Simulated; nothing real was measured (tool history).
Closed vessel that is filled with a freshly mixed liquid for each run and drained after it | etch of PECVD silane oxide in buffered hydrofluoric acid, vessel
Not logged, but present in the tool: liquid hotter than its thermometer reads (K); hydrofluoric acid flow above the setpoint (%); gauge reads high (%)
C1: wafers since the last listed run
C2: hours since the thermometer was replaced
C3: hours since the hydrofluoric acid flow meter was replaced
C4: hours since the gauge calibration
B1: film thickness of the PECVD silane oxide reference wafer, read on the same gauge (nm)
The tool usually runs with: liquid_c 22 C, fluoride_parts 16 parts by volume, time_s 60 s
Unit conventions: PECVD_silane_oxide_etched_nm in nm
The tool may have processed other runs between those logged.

{"run": 1, "hour": 0.0, "liquid_c": 23.5, "fluoride_parts": 16, "time_s": 70, "C1": 0, "C2": 1167.6, "C3": 1202.9, "C4": 257.6, "B1": 60, "PECVD_silane_oxide_etched_nm": 174.98}
{"run": 2, "hour": 65.1, "liquid_c": 23.5, "fluoride_parts": 16, "time_s": 70, "C1": 9400, "C2": 1232.7, "C3": 1268, "C4": 322.7, "B1": 60, "PECVD_silane_oxide_etched_nm": 175.31}
{"run": 3, "hour": 122.4, "liquid_c": 22, "fluoride_parts": 16, "time_s": 60, "C1": 8274, "C2": 1290, "C3": 1325.3, "C4": 380, "B1": 60, "PECVD_silane_oxide_etched_nm": 137.97}
{"run": 4, "hour": 188.0, "liquid_c": 22, "fluoride_parts": 14, "time_s": 60, "C1": 9473, "C2": 1355.6, "C3": 1390.9, "C4": 445.6, "B1": 60.02, "PECVD_silane_oxide_etched_nm": 160.91}
{"run": 5, "hour": 212.7, "liquid_c": 22, "fluoride_parts": 14, "time_s": 60, "C1": 3566, "C2": 1380.3, "C3": 1415.6, "C4": 470.3, "B1": 60, "PECVD_silane_oxide_etched_nm": 159.81}
{"run": 6, "hour": 263.8, "liquid_c": 22, "fluoride_parts": 14.5, "time_s": 75, "C1": 7379, "C2": 1431.4, "C3": 1466.7, "C4": 521.4, "B1": 60.01, "PECVD_silane_oxide_etched_nm": 192.71}
{"run": 7, "hour": 291.7, "liquid_c": 22, "fluoride_parts": 14.5, "time_s": 75, "C1": 4028, "C2": 1459.3, "C3": 1494.6, "C4": 549.3, "B1": 60, "PECVD_silane_oxide_etched_nm": 191.06}
{"run": 8, "hour": 319.9, "liquid_c": 22, "fluoride_parts": 16, "time_s": 60, "C1": 4072, "C2": 1487.5, "C3": 1522.8, "C4": 577.5, "B1": 59.98, "PECVD_silane_oxide_etched_nm": 140.19}
{"run": 9, "hour": 351.6, "liquid_c": 22, "fluoride_parts": 16, "time_s": 60, "C1": 4577, "C2": 1519.2, "C3": 1554.5, "C4": 609.2, "B1": 60, "PECVD_silane_oxide_etched_nm": 139.85}
{"run": 10, "hour": 390.0, "liquid_c": 22, "fluoride_parts": 16, "time_s": 55, "C1": 5545, "C2": 1557.6, "C3": 1592.9, "C4": 647.6, "B1": 60.02, "PECVD_silane_oxide_etched_nm": 129.51}
{"run": 11, "hour": 446.7, "liquid_c": 22, "fluoride_parts": 16, "time_s": 60, "C1": 8187, "C2": 1614.3, "C3": 1649.6, "C4": 704.3, "B1": 60.02, "PECVD_silane_oxide_etched_nm": 142.03}
{"run": 12, "hour": 471.2, "liquid_c": 22, "fluoride_parts": 16, "time_s": 60, "C1": 3537, "C2": 1638.8, "C3": 1674.1, "C4": 728.8, "B1": 59.98, "PECVD_silane_oxide_etched_nm": 141.93}
{"run": 13, "hour": 503.7, "liquid_c": 22, "fluoride_parts": 16, "time_s": 60, "C1": 4693, "C2": 1671.3, "C3": 1706.6, "C4": 761.3, "B1": 59.98, "PECVD_silane_oxide_etched_nm": 142.13}
{"hour": 576.1, "done": "thermometer replaced"}
{"run": 14, "hour": 585.0, "liquid_c": 24.5, "fluoride_parts": 16, "time_s": 60, "C1": 11595, "C2": 8.9, "C3": 1787.9, "C4": 842.6, "B1": 60, "PECVD_silane_oxide_etched_nm": 162.99}
{"hour": 703.5, "done": "hydrofluoric acid flow meter replaced"}
{"run": 15, "hour": 723.8, "liquid_c": 25, "fluoride_parts": 10, "time_s": 60, "C1": 19899, "C2": 147.7, "C3": 20.3, "C4": 981.4, "B1": 59.99, "PECVD_silane_oxide_etched_nm": 243.02}
{"run": 16, "hour": 756.8, "liquid_c": 22, "fluoride_parts": 16, "time_s": 60, "C1": 4765, "C2": 180.7, "C3": 53.3, "C4": 1014.4, "B1": 60.01, "PECVD_silane_oxide_etched_nm": 129.75}
{"hour": 770.5, "done": "gauge calibrated"}
{"run": 17, "hour": 791.6, "liquid_c": 22, "fluoride_parts": 16, "time_s": 60, "C1": 5025, "C2": 215.5, "C3": 88.1, "C4": 21.1, "B1": 59.98, "PECVD_silane_oxide_etched_nm": 129.46}
{"run": 18, "hour": 831.7, "liquid_c": 18.5, "fluoride_parts": 21.5, "time_s": 35, "C1": 5790, "C2": 255.6, "C3": 128.2, "C4": 61.2, "B1": 60, "PECVD_silane_oxide_etched_nm": 47.82}
{"run": 19, "hour": 869.7, "liquid_c": 22, "fluoride_parts": 16, "time_s": 60, "C1": 5487, "C2": 293.6, "C3": 166.2, "C4": 99.2, "B1": 60.04, "PECVD_silane_oxide_etched_nm": 131.67}
{"run": 20, "hour": 898.8, "liquid_c": 17.5, "fluoride_parts": 16, "time_s": 85, "C1": 4202, "C2": 322.7, "C3": 195.3, "C4": 128.3, "B1": 60.01, "PECVD_silane_oxide_etched_nm": 142.38}
{"run": 21, "hour": 952.7, "liquid_c": 24.5, "fluoride_parts": 16, "time_s": 90, "C1": 7783, "C2": 376.6, "C3": 249.2, "C4": 182.2, "B1": 59.98, "PECVD_silane_oxide_etched_nm": 229.71}
{"run": 22, "hour": 1017.1, "liquid_c": 19.5, "fluoride_parts": 16, "time_s": 60, "C1": 9299, "C2": 441, "C3": 313.6, "C4": 246.6, "B1": 59.99, "PECVD_silane_oxide_etched_nm": 113.73}
{"run": 23, "hour": 1055.2, "liquid_c": 22, "fluoride_parts": 16, "time_s": 45, "C1": 5501, "C2": 479.1, "C3": 351.7, "C4": 284.7, "B1": 60.03, "PECVD_silane_oxide_etched_nm": 98.3}
{"run": 24, "hour": 1082.1, "liquid_c": 19, "fluoride_parts": 9.5, "time_s": 60, "C1": 3884, "C2": 506, "C3": 378.6, "C4": 311.6, "B1": 60, "PECVD_silane_oxide_etched_nm": 180.83}
{"run": 25, "hour": 1137.8, "liquid_c": 22, "fluoride_parts": 16, "time_s": 60, "C1": 8043, "C2": 561.7, "C3": 434.3, "C4": 367.3, "B1": 59.99, "PECVD_silane_oxide_etched_nm": 134.69}
{"run": 26, "hour": 1171.6, "liquid_c": 17.5, "fluoride_parts": 16, "time_s": 60, "C1": 4880, "C2": 595.5, "C3": 468.1, "C4": 401.1, "B1": 60, "PECVD_silane_oxide_etched_nm": 103.18}
{"run": 27, "hour": 1210.0, "liquid_c": 22, "fluoride_parts": 16, "time_s": 55, "C1": 5545, "C2": 633.9, "C3": 506.5, "C4": 439.5, "B1": 59.98, "PECVD_silane_oxide_etched_nm": 123.86}

Some steps in PECVD_silane_oxide_etched_nm, run to run, broken into two amounts with sign: the step expected even without the hidden condition (settings, incoming material, random variation), and the rest, left for the hidden condition together with whatever gauge scatter is not in both the measured and the hidden-condition-free result:
Run 7 -> 8: fluoride_parts 14.5 -> 16, time_s 75 -> 60. PECVD_silane_oxide_etched_nm -50.87 nm: hidden state -3.71, all else -47.16.
Run 14 -> 15: liquid_c 24.5 -> 25, fluoride_parts 16 -> 10, hydrofluoric acid flow meter replaced. PECVD_silane_oxide_etched_nm +80.03 nm: hidden state -14.52, all else +94.55.
Run 15 -> 16: liquid_c 25 -> 22, fluoride_parts 10 -> 16. PECVD_silane_oxide_etched_nm -113.27 nm: hidden state +0.19, all else -113.46.
Run 21 -> 22: liquid_c 24.5 -> 19.5, time_s 90 -> 60. PECVD_silane_oxide_etched_nm -115.98 nm: hidden state -1.22, all else -114.76.

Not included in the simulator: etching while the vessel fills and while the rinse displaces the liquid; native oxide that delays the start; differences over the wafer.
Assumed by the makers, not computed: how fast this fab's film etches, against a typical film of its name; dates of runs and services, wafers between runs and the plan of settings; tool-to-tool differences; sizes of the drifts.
